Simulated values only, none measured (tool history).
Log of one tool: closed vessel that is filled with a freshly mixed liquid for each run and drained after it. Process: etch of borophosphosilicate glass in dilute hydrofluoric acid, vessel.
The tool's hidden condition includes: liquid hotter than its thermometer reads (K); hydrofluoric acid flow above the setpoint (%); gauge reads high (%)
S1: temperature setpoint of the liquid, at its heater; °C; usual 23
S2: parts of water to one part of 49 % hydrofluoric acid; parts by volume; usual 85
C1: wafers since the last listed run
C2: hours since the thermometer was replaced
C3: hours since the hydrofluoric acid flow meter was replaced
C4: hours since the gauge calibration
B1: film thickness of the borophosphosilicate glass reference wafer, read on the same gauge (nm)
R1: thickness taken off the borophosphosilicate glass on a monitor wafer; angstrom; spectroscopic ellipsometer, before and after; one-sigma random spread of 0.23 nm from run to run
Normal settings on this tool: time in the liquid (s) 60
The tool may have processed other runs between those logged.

Run 1, day 0: usual settings but time in the liquid (s) 80; C1 0; C2 334.8; C3 1029.9; C4 1145.7; B1 110.04. Result: R1 472.7 angstrom.
At day 0: hydrofluoric acid flow meter replaced.
Run 2, day 6.271: usual settings but time in the liquid (s) 80; C1 12391; C2 485.3; C3 150.5; C4 1296.2; B1 109.96. Result: R1 452.1 angstrom.
Run 3, day 9.171: usual settings but time in the liquid (s) 80; C1 5732; C2 554.9; C3 220.1; C4 1365.8; B1 110.02. Result: R1 452.8 angstrom.
Run 4, day 13.05: usual settings; C1 7668; C2 648; C3 313.2; C4 1458.9; B1 109.99. Result: R1 340.6 angstrom.
At day 13.225: thermometer replaced.
Run 5, day 17.05: usual settings; C1 7824; C2 91.8; C3 409.2; C4 1554.9; B1 109.97. Result: R1 336.2 angstrom.
Run 6, day 21.017: usual settings; C1 7841; C2 187; C3 504.4; C4 1650.1; B1 110.02. Result: R1 339.8 angstrom.
Run 7, day 23.792: usual settings; C1 5485; C2 253.6; C3 571; C4 1716.7; B1 109.97. Result: R1 344.3 angstrom.
Run 8, day 27.4: usual settings but time in the liquid (s) 70; C1 7132; C2 340.2; C3 657.6; C4 1803.3; B1 109.97. Result: R1 399.9 angstrom.
Run 9, day 30.275: usual settings but time in the liquid (s) 70; C1 5683; C2 409.2; C3 726.6; C4 1872.3; B1 110.02. Result: R1 412.5 angstrom.
Run 10, day 32.712: usual settings but time in the liquid (s) 70; C1 4818; C2 467.7; C3 785.1; C4 1930.8; B1 110.01. Result: R1 409.5 angstrom.
Run 11, day 34.867: usual settings but time in the liquid (s) 45; C1 4258; C2 519.4; C3 836.8; C4 1982.5; B1 110.03. Result: R1 264.9 angstrom.
Run 12, day 37.138: usual settings but time in the liquid (s) 45; C1 4488; C2 573.9; C3 891.3; C4 2037; B1 110.05. Result: R1 267.9 angstrom.
At day 37.962: hydrofluoric acid flow meter replaced.
Run 13, day 39.629: usual settings but time in the liquid (s) 45; C1 4842; C2 633.7; C3 40; C4 2096.8; B1 110.04. Result: R1 251.1 angstrom.
Run 14, day 41.592: usual settings; C1 3879; C2 680.8; C3 87.1; C4 2143.9; B1 110. Result: R1 334.2 angstrom.
At day 42.158: thermometer replaced.
At day 42.454: gauge calibrated.
Run 15, day 45.525: usual settings; C1 7692; C2 80.8; C3 181.5; C4 73.7; B1 109.97. Result: R1 331.4 angstrom.
Run 16, day 48.821: usual settings but S1 25.5 °C, time in the liquid (s) 80; C1 6514; C2 159.9; C3 260.6; C4 152.8; B1 109.98. Result: R1 488.5 angstrom.
Run 17, day 52.733: usual settings but S2 120 parts by volume, time in the liquid (s) 85; C1 7733; C2 253.8; C3 354.5; C4 246.7; B1 110.01. Result: R1 318.4 angstrom.
Run 18, day 54.921: usual settings but S2 100 parts by volume, time in the liquid (s) 35; C1 4324; C2 306.3; C3 407; C4 299.2; B1 110. Result: R1 164.2 angstrom.
Run 19, day 57.204: usual settings but S1 18.5 °C; C1 4513; C2 361.1; C3 461.8; C4 354; B1 110.01. Result: R1 282.5 angstrom.
Run 20, day 59.671: usual settings but S2 100 parts by volume, time in the liquid (s) 30; C1 4875; C2 420.3; C3 521; C4 413.2; B1 109.97. Result: R1 141.2 angstrom.
Run 21, day 61.429: usual settings but S1 26 °C, S2 50 parts by volume; C1 3475; C2 462.5; C3 563.2; C4 455.4; B1 110.02. Result: R1 691.3 angstrom.
Run 22, day 64.912: usual settings but time in the liquid (s) 45; C1 6885; C2 546.1; C3 646.8; C4 539; B1 109.96. Result: R1 265.8 angstrom.
Run 23, day 69.154: usual settings but S1 18 °C, S2 110 parts by volume; C1 8384; C2 647.9; C3 748.6; C4 640.8; B1 109.95. Result: R1 215.5 angstrom.
At day 70.208: thermometer replaced.
At day 73.508: hydrofluoric acid flow meter replaced.
Run 24, day 81.996: usual settings but S2 70 parts by volume, time in the liquid (s) 30; C1 25219; C2 282.9; C3 203.7; C4 949; B1 109.99. Result: R1 205.9 angstrom.
Run 25, day 85.25: usual settings but S2 100 parts by volume, time in the liquid (s) 35; C1 6432; C2 361; C3 281.8; C4 1027.1; B1 109.99. Result: R1 164.9 angstrom.
Run 26, day 86.788: usual settings but S2 100 parts by volume, time in the liquid (s) 30; C1 3039; C2 397.9; C3 318.7; C4 1064; B1 110. Result: R1 142.4 angstrom.
Run 27, day 88.45: usual settings but time in the liquid (s) 35; C1 3286; C2 437.8; C3 358.6; C4 1103.9; B1 109.95. Result: R1 197.3 angstrom.
Run 28, day 92.779: usual settings but S1 26.5 °C, S2 125 parts by volume; C1 8557; C2 541.7; C3 462.5; C4 1207.8; B1 110.01. Result: R1 258.2 angstrom.
Run 29, day 95.979: usual settings but S1 25 °C; C1 6325; C2 618.5; C3 539.3; C4 1284.6; B1 109.93. Result: R1 376.2 angstrom.
Run 30, day 98.212: usual settings; C1 4414; C2 672.1; C3 592.9; C4 1338.2; B1 110.01. Result: R1 353.9 angstrom.
Run 31, day 100.075: usual settings but S2 110 parts by volume, time in the liquid (s) 90; C1 3681; C2 716.8; C3 637.6; C4 1382.9; B1 110.03. Result: R1 397.9 angstrom.

Some steps in R1 between neighbouring runs. How much of each would the tool show without its hidden state too (settings, what came in, random variation), and how much is left for the hidden state, with any gauge scatter that isn't in both results?
Run 1 -> 2: hydrofluoric acid flow meter replaced. R1 -20.6 angstrom: hidden state -26.4, all else +5.8.
Run 16 -> 17: S1 25.5 -> 23, S2 85 -> 120, time in the liquid (s) 80 -> 85. R1 -170.1 angstrom: hidden state -1.8, all else -168.3.
Run 20 -> 21: S1 23 -> 26, S2 100 -> 50, time in the liquid (s) 30 -> 60. R1 +550.1 angstrom: hidden state +39.1, all else +511.
Run 21 -> 22: S1 26 -> 23, S2 50 -> 85, time in the liquid (s) 60 -> 45. R1 -425.5 angstrom: hidden state -26.9, all else -398.6.
